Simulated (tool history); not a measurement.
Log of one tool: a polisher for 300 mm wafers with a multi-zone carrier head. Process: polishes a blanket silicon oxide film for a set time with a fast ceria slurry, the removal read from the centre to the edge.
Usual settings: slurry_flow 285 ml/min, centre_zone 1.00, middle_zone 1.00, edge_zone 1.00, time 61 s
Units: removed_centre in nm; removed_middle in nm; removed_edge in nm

run,hour,slurry_flow,centre_zone,middle_zone,edge_zone,time,"incoming thickness of the incoming film, nm",removed_centre,removed_middle,removed_edge
1,0.0,285,1.00,1.00,1.00,61,3339.9,905.0,1015.2,959.0
2,49.3,285,1.00,1.00,1.00,61,3300.9,904.9,1011.7,990.8
3,87.4,285,1.00,1.00,1.00,61,3401.0,893.8,1013.1,966.1
4,128.9,285,1.00,1.00,1.00,61,3381.7,872.2,1030.9,973.4
5,180.6,285,1.00,1.00,1.00,61,3375.7,875.7,1014.5,949.5
6,213.7,285,1.00,1.09,1.00,61,3431.6,870.8,1115.8,947.8
7,253.6,285,1.00,1.09,1.00,61,3398.0,871.2,1093.4,988.7
8,306.2,285,1.00,1.00,1.00,46,3378.4,657.1,766.1,745.2
9,354.9,285,1.00,1.00,1.00,61,3377.2,957.7,1029.3,966.8
10,385.5,240,1.00,1.00,0.93,61,3388.3,931.1,1007.0,913.5
11,423.5,285,0.89,1.00,1.00,61,3371.1,817.3,1028.5,975.3
12,466.5,285,1.00,1.00,1.00,44,3364.3,679.3,749.2,695.6
13,525.7,205,1.00,1.00,1.00,61,3303.1,881.3,959.5,917.6
14,551.1,285,1.04,1.00,1.12,61,3305.2,971.0,1022.9,1016.7
15,593.8,285,1.00,1.00,1.00,61,3383.9,927.6,1037.7,960.1
16,638.8,285,0.97,1.00,1.00,61,3336.2,891.5,1020.1,974.9
17,670.2,245,1.00,1.00,1.00,61,3352.2,887.1,993.6,957.8

Not shown: 11 entries that the log had between the listed runs. Between which runs, and how does the tool's hidden state differ before and after?
Between runs 1 and 2: worn pad replaced by a new one (hour 48.8)
  deviation of the centre zone's pressure from its setpoint, %: -5.78 -> -6.53
  measured less the result without the state, removed_centre: -55.9 -> -63.7 nm
Between runs 4 and 5: worn pad replaced by a new one (hour 170.5)
  deviation of the centre zone's pressure from its setpoint, %: -7.74 -> -8.53
  measured less the result without the state, removed_centre: -73.8 -> -82.3 nm
Between runs 6 and 7: slurry nozzle cleaned (hour 243.8)
  deviation of the centre zone's pressure from its setpoint, %: -9.03 -> -9.64
  measured less the result without the state, removed_centre: -87.2 -> -93.8 nm
Between runs 7 and 8: edge zone pressure recalibrated (hour 269.1)
  deviation of the centre zone's pressure from its setpoint, %: -9.64 -> -10.4
  measured less the result without the state, removed_centre: -93.8 -> -77.3 nm
Between runs 8 and 9: centre zone pressure recalibrated (hour 311.3); worn pad replaced by a new one (hour 320.3); carrier head's membrane replaced by a new one (hour 335.1)
  deviation of the centre zone's pressure from its setpoint, %: -10.4 -> -0.926
  measured less the result without the state, removed_centre: -77.3 -> -9.0 nm
Between runs 11 and 12: worn pad replaced by a new one (hour 446.1)
  deviation of the centre zone's pressure from its setpoint, %: -1.97 -> -2.63
  measured less the result without the state, removed_centre: -16.8 -> -18.5 nm
Between runs 14 and 15: edge zone pressure recalibrated (hour 556.7); worn pad replaced by a new one (hour 584.7)
  deviation of the centre zone's pressure from its setpoint, %: -3.92 -> -4.57
  measured less the result without the state, removed_centre: -39.8 -> -44.8 nm
Between runs 15 and 16: slurry nozzle cleaned (hour 629.5)
  deviation of the centre zone's pressure from its setpoint, %: -4.57 -> -5.26
  measured less the result without the state, removed_centre: -44.8 -> -50.0 nm
